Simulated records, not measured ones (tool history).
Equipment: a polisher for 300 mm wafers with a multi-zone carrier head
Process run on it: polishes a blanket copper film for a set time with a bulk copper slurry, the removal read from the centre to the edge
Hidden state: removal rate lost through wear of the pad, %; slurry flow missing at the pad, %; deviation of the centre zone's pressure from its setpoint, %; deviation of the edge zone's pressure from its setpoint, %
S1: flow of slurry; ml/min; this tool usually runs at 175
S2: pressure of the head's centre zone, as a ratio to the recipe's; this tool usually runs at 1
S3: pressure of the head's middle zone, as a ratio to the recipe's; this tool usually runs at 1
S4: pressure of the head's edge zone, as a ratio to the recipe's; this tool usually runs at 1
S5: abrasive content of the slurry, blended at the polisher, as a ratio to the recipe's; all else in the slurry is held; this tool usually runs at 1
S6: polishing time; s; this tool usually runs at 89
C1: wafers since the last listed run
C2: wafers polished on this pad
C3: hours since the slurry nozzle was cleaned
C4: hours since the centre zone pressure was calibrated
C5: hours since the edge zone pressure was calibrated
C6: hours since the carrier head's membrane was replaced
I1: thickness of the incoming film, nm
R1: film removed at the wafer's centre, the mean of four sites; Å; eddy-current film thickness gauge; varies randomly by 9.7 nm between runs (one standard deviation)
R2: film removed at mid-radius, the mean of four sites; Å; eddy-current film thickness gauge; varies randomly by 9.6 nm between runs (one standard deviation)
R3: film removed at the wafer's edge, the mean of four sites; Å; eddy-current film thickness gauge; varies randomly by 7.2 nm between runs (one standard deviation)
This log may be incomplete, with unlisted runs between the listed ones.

run	hour	S1	S2	S3	S4	S5	S6	C1	C2	C3	C4	C5	C6	I1	R1	R2	R3
1	0	210	0.91	1	1	1	89	0	2719	250.4	1254.2	830.7	1129.5	3325.2	5414	5979	6151
2	39.1	210	0.91	1	1	1	89	457	3177	289.5	1293.3	869.8	1168.6	3334.6	5484	6076	6225
# hour 125.9: slurry nozzle cleaned
3	130.3	175	1	1	1	1	89	1056	4233	4.4	1384.5	961	1259.8	3315.2	6272	6451	6499
4	178.2	175	1	1	1	1	89	560	4794	52.3	1432.4	1008.9	1307.7	3284.7	6451	6238	6291
# hour 234.4: worn pad replaced by a new one
5	238.3	175	1	1	1	1	89	656	45	112.4	1492.5	1069	1367.8	3351.4	6212	5893	6274
6	337.1	175	1	1.03	1	1	89	1157	1202	211.2	1591.3	1167.8	1466.6	3358.6	5863	6005	6050
# hour 359: centre zone pressure recalibrated
7	373.8	175	1	1	1	1	89	406	1608	247.9	14.8	1204.5	1503.3	3284.7	5689	5722	6157
# hour 423.6: edge zone pressure recalibrated
8	435.1	195	1.05	1	0.96	1.1	89	694	2303	309.2	76.1	11.5	1564.6	3265.1	6349	5878	6130
9	538.9	175	1	1	1.08	1	89	1215	3518	413	179.9	115.3	1668.4	3310.8	5583	5741	6205
# hour 571.9: slurry nozzle cleaned
10	582.7	120	1.09	0.96	0.91	1	89	501	4020	10.8	223.7	159.1	1712.2	3364.4	6641	5948	6015
# hour 601.2: worn pad replaced by a new one
11	675.4	175	1	1	1	0.7	66	1038	869	103.5	316.4	251.8	1804.9	3351.8	4261	4355	4357
# hour 719.1: carrier head's membrane replaced by a new one
12	778.8	175	1	1	1	1	89	1152	2021	206.9	419.8	355.2	59.7	3341.2	6013	5993	6207
13	830.9	175	1	1	1	0.75	69	610	2631	259	471.9	407.3	111.8	3307.1	4338	4391	4550
14	929.7	205	1	0.93	1	1	89	1157	3788	357.8	570.7	506.1	210.6	3355.7	6205	5749	6294
# hour 1014: worn pad replaced by a new one
# hour 1032.8: slurry nozzle cleaned
15	1033.3	140	1.05	1	1.12	1	89	1154	214	0.5	674.3	609.7	314.2	3321.8	6702	6207	6650
16	1133.1	175	1	0.94	0.89	1	89	1168	1383	100.3	774.1	709.5	414	3347.2	6121	5993	6074
17	1180.2	210	1	1	1	1.2	89	551	1935	147.4	821.2	756.6	461.1	3374.1	6717	6491	6655
18	1282.8	175	1	1	1	0.8	89	1201	3136	250	923.8	859.2	563.7	3365.2	5684	5801	5900
19	1326.1	130	0.94	1.1	1	1	89	507	3643	293.3	967.1	902.5	607	3323.2	5048	5868	5805
# hour 1399.2: worn pad replaced by a new one
20	1399.7	175	1	1	1	0.8	89	815	5	366.9	1040.7	976.1	680.6	3322.5	5530	5533	5737
# hour 1467: slurry nozzle cleaned
21	1484.5	175	1	1	1	1	89	981	986	17.5	1125.5	1060.9	765.4	3292.6	6346	6375	6428

4 options for the next run, each taken on its own from the tool as it stands now. Forecast them:
A	1484.9	175	1	1.07	1	1	89	4	991	17.9	1125.9	1061.3	765.8	3350	?	?	?
B	1484.9	145	1	1	1	1.3	89	4	991	17.9	1125.9	1061.3	765.8	3350	?	?	?
C	1484.9	215	1	1	1	1	114	4	991	17.9	1125.9	1061.3	765.8	3350	?	?	?
D	1484.9	135	0.91	1	1.08	1	61	4	991	17.9	1125.9	1061.3	765.8	3350	?	?	?

run	R1	R2	R3
A	6274	6746	6362
B	6345	6530	6542
C	8347	8514	8362
D	3686	4177	4365
Without the tool's hidden state the same runs would have given:
run	R1	R2	R3
A	6448	6913	6476
B	6556	6723	6679
C	8536	8688	8488
D	3818	4308	4461
